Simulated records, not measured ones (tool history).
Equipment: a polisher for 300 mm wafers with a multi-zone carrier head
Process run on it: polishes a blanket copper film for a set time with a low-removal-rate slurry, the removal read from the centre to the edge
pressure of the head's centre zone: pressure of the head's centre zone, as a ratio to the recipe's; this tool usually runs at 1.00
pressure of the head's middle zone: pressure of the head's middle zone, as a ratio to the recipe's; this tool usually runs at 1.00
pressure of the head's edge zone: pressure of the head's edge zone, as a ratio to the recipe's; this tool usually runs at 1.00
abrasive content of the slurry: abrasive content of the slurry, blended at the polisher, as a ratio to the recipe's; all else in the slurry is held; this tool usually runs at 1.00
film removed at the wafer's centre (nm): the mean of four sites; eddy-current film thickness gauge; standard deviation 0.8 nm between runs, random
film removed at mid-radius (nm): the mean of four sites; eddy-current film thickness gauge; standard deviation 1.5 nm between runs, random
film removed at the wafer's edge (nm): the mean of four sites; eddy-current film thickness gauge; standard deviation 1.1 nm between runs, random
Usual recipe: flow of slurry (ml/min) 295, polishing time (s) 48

run	hour	flow of slurry (ml/min)	pressure of the head's centre zone	pressure of the head's middle zone	pressure of the head's edge zone	abrasive content of the slurry	polishing time (s)	incoming thickness of the incoming film, nm	film removed at the wafer's centre (nm)	film removed at mid-radius (nm)	film removed at the wafer's edge (nm)
1	0.0	295	1.00	1.00	1.00	1.00	48	1543.7	104.8	102.8	104.7
2	12.1	295	1.00	1.00	1.00	1.00	48	1547.5	102.4	101.7	105.0
3	26.5	295	1.00	1.00	1.00	1.00	48	1537.8	104.0	100.5	104.1
4	34.9	295	1.00	1.00	1.00	1.00	54	1539.7	115.6	112.3	114.6
5	68.6	295	1.00	1.00	1.00	1.00	40	1560.3	86.5	82.5	86.9
6	83.9	265	1.00	0.89	1.00	1.00	48	1566.2	101.6	91.2	101.1
# hour 93.0: worn pad replaced by a new one
7	114.4	295	1.00	1.00	0.96	1.00	48	1559.5	106.7	102.7	104.5
# hour 123.4: slurry nozzle cleaned
8	125.4	295	0.91	1.00	0.95	1.00	35	1532.4	70.6	76.9	75.2
9	141.8	265	1.00	1.00	1.00	0.90	48	1560.5	100.0	96.3	103.1
10	155.4	295	1.00	1.00	1.00	1.00	48	1552.6	102.9	101.5	102.4
11	163.9	295	1.11	0.97	1.00	1.15	48	1540.7	119.1	102.2	107.7
12	179.4	215	1.00	1.10	0.91	1.20	48	1567.1	103.2	108.8	98.9
13	193.3	260	0.96	1.00	1.00	1.00	48	1543.6	96.9	100.3	101.2
14	211.2	330	1.00	1.00	1.00	1.00	48	1541.7	102.7	99.9	103.4
# hour 216.6: centre zone pressure recalibrated
# hour 231.1: worn pad replaced by a new one
15	231.6	295	1.00	1.00	1.00	1.25	62	1572.7	148.6	142.4	147.3
16	245.3	390	1.00	1.00	1.00	0.70	48	1558.6	100.6	98.9	100.9
# hour 266.2: carrier head's membrane replaced by a new one
17	297.5	295	1.07	1.00	1.00	1.00	48	1563.2	110.2	101.0	103.8
18	311.2	295	1.00	1.00	1.00	1.00	48	1547.4	103.4	99.7	103.3
19	325.3	295	1.00	1.00	1.00	1.00	48	1551.9	102.5	99.6	104.3
20	334.7	295	1.06	0.88	1.04	1.00	48	1580.0	108.8	91.5	106.3
# hour 354.9: worn pad replaced by a new one
21	355.4	295	1.00	1.00	1.06	1.00	48	1551.5	109.9	104.5	110.8
22	361.7	295	1.00	1.00	1.00	1.00	48	1550.2	108.1	103.8	108.5
23	403.0	380	1.00	1.00	1.00	1.00	48	1535.6	107.6	104.9	106.3

3 ways to go on from here, each from the tool as it stands after run 23. What would each give?
A	403.4	295	1.00	1.00	1.00	1.00	48	1579.1	?	?	?
B	403.4	360	1.00	1.00	1.00	0.75	32	1579.1	?	?	?
C	403.4	295	0.97	1.00	1.00	1.00	63	1579.1	?	?	?

run	film removed at the wafer's centre (nm)	film removed at mid-radius (nm)	film removed at the wafer's edge (nm)
A	105.2	103.9	104.8
B	67.3	66.3	66.6
C	134.0	136.4	137.6
Without the tool's hidden state the same runs would have given:
run	film removed at the wafer's centre (nm)	film removed at mid-radius (nm)	film removed at the wafer's edge (nm)
A	109.8	108.4	109.4
B	70.2	69.2	69.4
C	139.7	142.3	143.5
